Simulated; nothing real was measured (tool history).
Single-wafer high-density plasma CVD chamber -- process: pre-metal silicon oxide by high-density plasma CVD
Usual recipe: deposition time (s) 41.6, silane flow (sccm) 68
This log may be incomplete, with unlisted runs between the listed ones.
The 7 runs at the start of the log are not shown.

run	hour	deposition time (s)	silane flow (sccm)	wafers since the last listed run	hours since the silane flow controller was replaced	hours since the gauge calibration	read-back reference wafer on the same gauge, thickness_nm	mean film thickness on the monitor wafer (nm)
8	489.2	41.6	68	1188	2180.7	347.7	320.203	304.521
9	548.6	41.6	68	1394	2240.1	407.1	319.845	302.852
10	618.4	41.6	68	1639	2309.9	476.9	319.862	302.668
11	680.4	41.6	68	1455	2371.9	538.9	319.997	303.758
12	712.6	47.4	75	756	2404.1	571.1	320.056	382.521
13	750.5	47.4	75	889	2442	609	320.458	380.115
14	820.3	37.2	68	1639	2511.8	678.8	319.957	270.946
15	858	37.2	68	885	2549.5	716.5	320.415	272.006
16	913.1	44.3	57	1293	2604.6	771.6	319.699	271.396
17	959.8	34.6	74	1096	2651.3	818.3	320.013	275.872
18	1008.5	48.1	61	1143	2700	867	320.078	315.089
19	1070.7	47.8	78	1460	2762.2	929.2	320.471	399.508
20	1102.2	48.1	61	739	2793.7	960.7	320.241	314.133
# hour 1155.8: gauge calibrated
# hour 1221.7: silane flow controller replaced
21	1239.2	33.3	58	3029	17.5	83.4	320.16	207.37
22	1281.6	35.7	68	995	59.9	125.8	319.917	261.864
23	1322.9	41.6	68	969	101.2	167.1	319.867	302.26
24	1382.3	41.6	68	1394	160.6	226.5	319.771	303.949
25	1409.1	45.5	64	629	187.4	253.3	320.096	311.35
26	1466.4	41.6	68	1345	244.7	310.6	320.279	302.717
27	1537	35	62	1657	315.3	381.2	319.864	232.526
28	1577.5	41.6	60	951	355.8	421.7	319.53	267.774
29	1634.3	46.7	81	1333	412.6	478.5	319.984	404.578
30	1680.5	41.6	68	1084	458.8	524.7	319.982	301.937

Predict each of these 5 candidate next runs independently; none follows another, all start after run 30:
A	1680.9	41.6	68	9	459.2	525.1	?	?
B	1680.9	49.6	60	9	459.2	525.1	?	?
C	1680.9	41.6	57	9	459.2	525.1	?	?
D	1680.9	46	77	9	459.2	525.1	?	?
E	1680.9	45.9	79	9	459.2	525.1	?	?

run	read-back reference wafer on the same gauge, thickness_nm	mean film thickness on the monitor wafer (nm)
A	319.884	303.836
B	319.884	319.646
C	319.884	254.686
D	319.884	380.439
E	319.884	389.472
Without the tool's unlogged condition, the same runs would have read:
run	mean film thickness on the monitor wafer (nm)
A	303.836
B	319.646
C	254.686
D	380.439
E	389.472
